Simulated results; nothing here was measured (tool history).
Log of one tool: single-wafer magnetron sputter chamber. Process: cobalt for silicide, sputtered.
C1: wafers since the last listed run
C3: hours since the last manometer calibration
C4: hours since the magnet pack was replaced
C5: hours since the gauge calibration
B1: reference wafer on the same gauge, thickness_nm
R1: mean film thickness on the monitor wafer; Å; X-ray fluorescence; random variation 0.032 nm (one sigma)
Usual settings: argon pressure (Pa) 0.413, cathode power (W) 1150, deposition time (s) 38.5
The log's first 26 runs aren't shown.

run 27 hour=765.2 | argon_pressure_(Pa)=0.413 cathode_power_(W)=1150 deposition_time_(s)=38.5 | C1=378 wafers_on_the_sputter_target=2287 C3=511.8 C4=217.7 C5=443.3 | B1=25.202 | R1=208.4
run 28 hour=794.3 | argon_pressure_(Pa)=0.255 cathode_power_(W)=1150 deposition_time_(s)=40.7 | C1=619 wafers_on_the_sputter_target=2907 C3=540.9 C4=246.8 C5=472.4 | B1=25.208 | R1=226.74
run 29 hour=826.7 | argon_pressure_(Pa)=0.345 cathode_power_(W)=1150 deposition_time_(s)=43.9 | C1=689 wafers_on_the_sputter_target=3596 C3=573.3 C4=279.2 C5=504.8 | B1=25.185 | R1=240.49
run 30 hour=851.8 | argon_pressure_(Pa)=0.349 cathode_power_(W)=1150 deposition_time_(s)=38.5 | C1=534 wafers_on_the_sputter_target=4130 C3=598.4 C4=304.3 C5=529.9 | B1=25.199 | R1=211.31
-- hour=877.8 sputter target and shields replaced
run 31 hour=878.3 | argon_pressure_(Pa)=0.413 cathode_power_(W)=1250 deposition_time_(s)=38.5 | C1=393 wafers_on_the_sputter_target=9 C3=624.9 C4=330.8 C5=556.4 | B1=25.191 | R1=229.97
run 32 hour=890.5 | argon_pressure_(Pa)=0.475 cathode_power_(W)=1050 deposition_time_(s)=31.1 | C1=259 wafers_on_the_sputter_target=269 C3=637.1 C4=343 C5=568.6 | B1=25.196 | R1=154.89
run 33 hour=902.5 | argon_pressure_(Pa)=0.472 cathode_power_(W)=1450 deposition_time_(s)=41.9 | C1=255 wafers_on_the_sputter_target=524 C3=649.1 C4=355 C5=580.6 | B1=25.205 | R1=284.57
run 34 hour=915.3 | argon_pressure_(Pa)=0.54 cathode_power_(W)=1250 deposition_time_(s)=33.5 | C1=272 wafers_on_the_sputter_target=797 C3=661.9 C4=367.8 C5=593.4 | B1=25.198 | R1=194.4
run 35 hour=949.8 | argon_pressure_(Pa)=0.265 cathode_power_(W)=1450 deposition_time_(s)=38.5 | C1=734 wafers_on_the_sputter_target=1531 C3=696.4 C4=402.3 C5=627.9 | B1=25.202 | R1=270.4

Forecast each of these 4 alternatives for the next run:
run A hour=950.2 | argon_pressure_(Pa)=0.413 cathode_power_(W)=1150 deposition_time_(s)=38.5 | C1=8 wafers_on_the_sputter_target=1539 C3=696.8 C4=402.7 C5=628.3 | B1=? | R1=?
run B hour=950.2 | argon_pressure_(Pa)=0.329 cathode_power_(W)=1400 deposition_time_(s)=40.5 | C1=8 wafers_on_the_sputter_target=1539 C3=696.8 C4=402.7 C5=628.3 | B1=? | R1=?
run C hour=950.2 | argon_pressure_(Pa)=0.413 cathode_power_(W)=1150 deposition_time_(s)=40.4 | C1=8 wafers_on_the_sputter_target=1539 C3=696.8 C4=402.7 C5=628.3 | B1=? | R1=?
run D hour=950.2 | argon_pressure_(Pa)=0.252 cathode_power_(W)=1300 deposition_time_(s)=44.8 | C1=8 wafers_on_the_sputter_target=1539 C3=696.8 C4=402.7 C5=628.3 | B1=? | R1=?

run=A B1=25.196 R1=209.58
run=B B1=25.196 R1=271.79
run=C B1=25.196 R1=219.93
run=D B1=25.196 R1=283.69
Without the tool's hidden state the same runs would have given:
run=A R1=211.17
run=B R1=274.1
run=C R1=221.59
run=D R1=286.34

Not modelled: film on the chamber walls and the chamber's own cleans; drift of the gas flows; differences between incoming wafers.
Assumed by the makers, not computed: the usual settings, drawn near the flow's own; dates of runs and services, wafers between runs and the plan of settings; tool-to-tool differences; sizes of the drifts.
